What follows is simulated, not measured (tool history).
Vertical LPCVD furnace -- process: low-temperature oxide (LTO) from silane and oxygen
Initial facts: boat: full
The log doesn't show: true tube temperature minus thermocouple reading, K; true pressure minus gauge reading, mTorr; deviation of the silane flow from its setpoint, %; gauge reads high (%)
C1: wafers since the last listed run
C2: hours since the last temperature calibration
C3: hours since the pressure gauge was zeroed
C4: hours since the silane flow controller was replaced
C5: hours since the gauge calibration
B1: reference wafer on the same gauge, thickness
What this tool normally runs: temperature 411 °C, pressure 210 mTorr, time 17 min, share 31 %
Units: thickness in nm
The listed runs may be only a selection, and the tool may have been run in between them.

Run 1, hour 0: usual settings; C1 0; C2 1676.7; C3 3784.7; C4 3861.4; C5 64.6; B1 125.02. Result: thickness 139.14 nm.
Run 2, hour 6.9: usual settings; C1 167; C2 1683.6; C3 3791.6; C4 3868.3; C5 71.5; B1 124.99. Result: thickness 139.44 nm.
Run 3, hour 18.8: usual settings but share 27 %; C1 288; C2 1695.5; C3 3803.5; C4 3880.2; C5 83.4; B1 125.03. Result: thickness 114.12 nm.
Run 4, hour 30.9: usual settings but share 27 %; C1 293; C2 1707.6; C3 3815.6; C4 3892.3; C5 95.5; B1 125. Result: thickness 114.15 nm.
Run 5, hour 37.9: usual settings; C1 169; C2 1714.6; C3 3822.6; C4 3899.3; C5 102.5; B1 125.02. Result: thickness 139.72 nm.
Run 6, hour 45: usual settings; C1 171; C2 1721.7; C3 3829.7; C4 3906.4; C5 109.6; B1 124.96. Result: thickness 139.46 nm.
Run 7, hour 61.3: usual settings but pressure 170 mTorr; C1 394; C2 1738; C3 3846; C4 3922.7; C5 125.9; B1 124.96. Result: thickness 112.8 nm.
Run 8, hour 79: usual settings; C1 428; C2 1755.7; C3 3863.7; C4 3940.4; C5 143.6; B1 125.01. Result: thickness 140 nm.
Run 9, hour 88.3: usual settings; C1 225; C2 1765; C3 3873; C4 3949.7; C5 152.9; B1 125.03. Result: thickness 139.52 nm.
At hour 120: silane flow controller replaced.
Run 10, hour 120.5: usual settings; C1 198; C2 1797.2; C3 3905.2; C4 0.5; C5 185.1; B1 124.94. Result: thickness 139.47 nm.
Run 11, hour 123.6: usual settings but time 21 min; C1 75; C2 1800.3; C3 3908.3; C4 3.6; C5 188.2; B1 125.02. Result: thickness 172.43 nm.
At hour 155.9: thermocouples replaced and temperature profile calibrated.
Run 12, hour 156.4: usual settings but time 21 min; C1 213; C2 0.5; C3 3941.1; C4 36.4; C5 221; B1 125.02. Result: thickness 165.3 nm.
Run 13, hour 159.5: usual settings but time 12 min, share 26 %; C1 75; C2 3.6; C3 3944.2; C4 39.5; C5 224.1; B1 124.98. Result: thickness 73.03 nm.
Run 14, hour 162.6: usual settings but temperature 403 °C, share 29 %; C1 75; C2 6.7; C3 3947.3; C4 42.6; C5 227.2; B1 125.08. Result: thickness 110.67 nm.
Run 15, hour 165.7: usual settings; C1 75; C2 9.8; C3 3950.4; C4 45.7; C5 230.3; B1 124.97. Result: thickness 133.59 nm.
At hour 187: gauge calibrated.
At hour 218.8: pressure gauge zeroed.
Run 16, hour 219.3: usual settings but temperature 404 °C, time 22 min; C1 716; C2 63.4; C3 0.5; C4 99.3; C5 32.3; B1 125.01. Result: thickness 160.05 nm.
Run 17, hour 224.7: usual settings; C1 130; C2 68.8; C3 5.9; C4 104.7; C5 37.7; B1 125.02. Result: thickness 134.41 nm.
Run 18, hour 239.2: usual settings but share 26 %; C1 351; C2 83.3; C3 20.4; C4 119.2; C5 52.2; B1 124.97. Result: thickness 103.34 nm.
Run 19, hour 252: usual settings; C1 309; C2 96.1; C3 33.2; C4 132; C5 65; B1 124.98. Result: thickness 134.3 nm.
Run 20, hour 258.3: usual settings but pressure 255 mTorr, time 12 min; C1 152; C2 102.4; C3 39.5; C4 138.3; C5 71.3; B1 125.02. Result: thickness 114.76 nm.
Run 21, hour 264.7: usual settings but share 27 %; C1 154; C2 108.8; C3 45.9; C4 144.7; C5 77.7; B1 125.04. Result: thickness 109.71 nm.
Run 22, hour 277.3: usual settings but share 36 %; C1 305; C2 121.4; C3 58.5; C4 157.3; C5 90.3; B1 125. Result: thickness 164.06 nm.
Run 23, hour 293.6: usual settings but temperature 418 °C, time 11.5 min; C1 394; C2 137.7; C3 74.8; C4 173.6; C5 106.6; B1 125.02. Result: thickness 97.92 nm.
Run 24, hour 303.2: usual settings but temperature 407 °C, pressure 190 mTorr, share 27 %; C1 232; C2 147.3; C3 84.4; C4 183.2; C5 116.2; B1 125.04. Result: thickness 94.7 nm.
Run 25, hour 311.3: usual settings; C1 196; C2 155.4; C3 92.5; C4 191.3; C5 124.3; B1 124.98. Result: thickness 134.01 nm.

Here are 5 independent what-if runs from the current tool condition. What would each one return?
Run A, hour 314.5: usual settings; C1 77; C2 158.6; C3 95.7; C4 194.5; C5 127.5; B1 ?. Result: thickness ?.
Run B, hour 314.5: usual settings but time 19.5 min; C1 77; C2 158.6; C3 95.7; C4 194.5; C5 127.5; B1 ?. Result: thickness ?.
Run C, hour 314.5: usual settings but share 34 %; C1 77; C2 158.6; C3 95.7; C4 194.5; C5 127.5; B1 ?. Result: thickness ?.
Run D, hour 314.5: usual settings but temperature 415 °C, pressure 180 mTorr, time 12.5 min, share 29 %; C1 77; C2 158.6; C3 95.7; C4 194.5; C5 127.5; B1 ?. Result: thickness ?.
Run E, hour 314.5: usual settings but time 22 min; C1 77; C2 158.6; C3 95.7; C4 194.5; C5 127.5; B1 ?. Result: thickness ?.

run      B1  thickness
  A  125.03     133.94
  B  125.03     153.63
  C  125.03     151.98
  D  125.03       80.3
  E  125.03     173.33
With no hidden state in the tool, these same runs would have given:
run  thickness
  A      132.8
  B     152.33
  C     150.71
  D      79.62
  E     171.85

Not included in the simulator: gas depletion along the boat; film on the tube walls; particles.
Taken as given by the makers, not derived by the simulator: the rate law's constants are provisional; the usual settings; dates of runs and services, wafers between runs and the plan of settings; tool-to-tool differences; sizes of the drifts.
